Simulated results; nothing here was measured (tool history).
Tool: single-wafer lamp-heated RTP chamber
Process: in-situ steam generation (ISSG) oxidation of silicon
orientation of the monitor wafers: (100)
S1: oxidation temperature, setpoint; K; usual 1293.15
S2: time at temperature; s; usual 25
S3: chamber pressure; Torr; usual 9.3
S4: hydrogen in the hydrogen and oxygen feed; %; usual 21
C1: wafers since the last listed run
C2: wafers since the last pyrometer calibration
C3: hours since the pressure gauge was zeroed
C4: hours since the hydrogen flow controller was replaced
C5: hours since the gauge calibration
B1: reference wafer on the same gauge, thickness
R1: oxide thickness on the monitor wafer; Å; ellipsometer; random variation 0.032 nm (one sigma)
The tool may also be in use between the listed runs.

| run | hour | S1 | S2 | S3 | S4 | C1 | C2 | C3 | C4 | C5 | B1 | R1 |
|---|---|---|---|---|---|---|---|---|---|---|---|---|
| 1 | 0 | 1293.15 | 18 | 9.3 | 21 | 0 | 4946 | 2520 | 3786.3 | 105 | 5.046 | 54.14 |
|  | 7.9 | gauge calibrated |
| 2 | 13.6 | 1293.15 | 25 | 9.3 | 21 | 251 | 5198 | 2533.6 | 3799.9 | 5.7 | 5.056 | 63.66 |
| 3 | 29 | 1293.15 | 25 | 9.3 | 21 | 284 | 5483 | 2549 | 3815.3 | 21.1 | 5.05 | 63.85 |
| 4 | 36 | 1293.15 | 25 | 9.3 | 21 | 129 | 5613 | 2556 | 3822.3 | 28.1 | 5.047 | 64.34 |
| 5 | 46.8 | 1293.15 | 25 | 9.3 | 21 | 199 | 5812 | 2566.8 | 3833.1 | 38.9 | 5.053 | 64.64 |
| 6 | 62 | 1293.15 | 25 | 9.3 | 21 | 281 | 6094 | 2582 | 3848.3 | 54.1 | 5.055 | 63.91 |
| 7 | 76.3 | 1293.15 | 25 | 9.3 | 21 | 264 | 6358 | 2596.3 | 3862.6 | 68.4 | 5.055 | 64.05 |
|  | 91 | pyrometer window cleaned and pyrometer calibrated |
| 8 | 91.5 | 1293.15 | 25 | 9.3 | 21 | 133 | 8 | 2611.5 | 3877.8 | 83.6 | 5.054 | 61.02 |
|  | 104.1 | hydrogen flow controller replaced |
| 9 | 104.6 | 1293.15 | 25 | 9.3 | 21 | 94 | 103 | 2624.6 | 0.5 | 96.7 | 5.047 | 61.42 |
|  | 114.1 | gauge calibrated |
|  | 117.4 | pressure gauge zeroed |
| 10 | 117.9 | 1293.15 | 33 | 9.3 | 16 | 98 | 201 | 0.5 | 13.8 | 3.8 | 5.041 | 68.42 |
| 11 | 120.5 | 1293.15 | 25 | 10.2 | 21 | 48 | 249 | 3.1 | 16.4 | 6.4 | 5.051 | 60.94 |
| 12 | 132.6 | 1299.15 | 34 | 10.2 | 14 | 223 | 473 | 15.2 | 28.5 | 18.5 | 5.055 | 68.88 |
| 13 | 139.9 | 1293.15 | 25 | 9.3 | 21 | 135 | 608 | 22.5 | 35.8 | 25.8 | 5.049 | 61.67 |
| 14 | 146.8 | 1283.15 | 25 | 8.6 | 30 | 127 | 736 | 29.4 | 42.7 | 32.7 | 5.052 | 64.98 |
| 15 | 161.9 | 1293.15 | 20 | 9.3 | 26 | 279 | 1015 | 44.5 | 57.8 | 47.8 | 5.053 | 58.05 |
| 16 | 173.4 | 1293.15 | 25 | 9.3 | 21 | 212 | 1228 | 56 | 69.3 | 59.3 | 5.052 | 61.7 |
| 17 | 187.8 | 1276.15 | 25 | 9.3 | 21 | 266 | 1494 | 70.4 | 83.7 | 73.7 | 5.052 | 57.17 |
| 18 | 199.8 | 1293.15 | 25 | 9.3 | 21 | 222 | 1716 | 82.4 | 95.7 | 85.7 | 5.05 | 62.61 |

5 ways to go on from here, each from the tool as it stands after run 18. What would each give?
| A | 200.2 | 1293.15 | 25 | 9.3 | 21 | 7 | 1724 | 82.8 | 96.1 | 86.1 | ? | ? |
| B | 200.2 | 1293.15 | 25 | 10 | 21 | 7 | 1724 | 82.8 | 96.1 | 86.1 | ? | ? |
| C | 200.2 | 1299.15 | 18 | 10.2 | 21 | 7 | 1724 | 82.8 | 96.1 | 86.1 | ? | ? |
| D | 200.2 | 1293.15 | 17 | 10.1 | 21 | 7 | 1724 | 82.8 | 96.1 | 86.1 | ? | ? |
| E | 200.2 | 1293.15 | 28 | 10.2 | 21 | 7 | 1724 | 82.8 | 96.1 | 86.1 | ? | ? |

| run | B1 | R1 |
|---|---|---|
| A | 5.053 | 62.22 |
| B | 5.053 | 61.51 |
| C | 5.053 | 53.5 |
| D | 5.053 | 50.71 |
| E | 5.053 | 64.95 |
Without the tool's hidden state the same runs would have given:
| run | R1 |
|---|---|
| A | 61.26 |
| B | 60.56 |
| C | 52.7 |
| D | 49.99 |
| E | 63.92 |
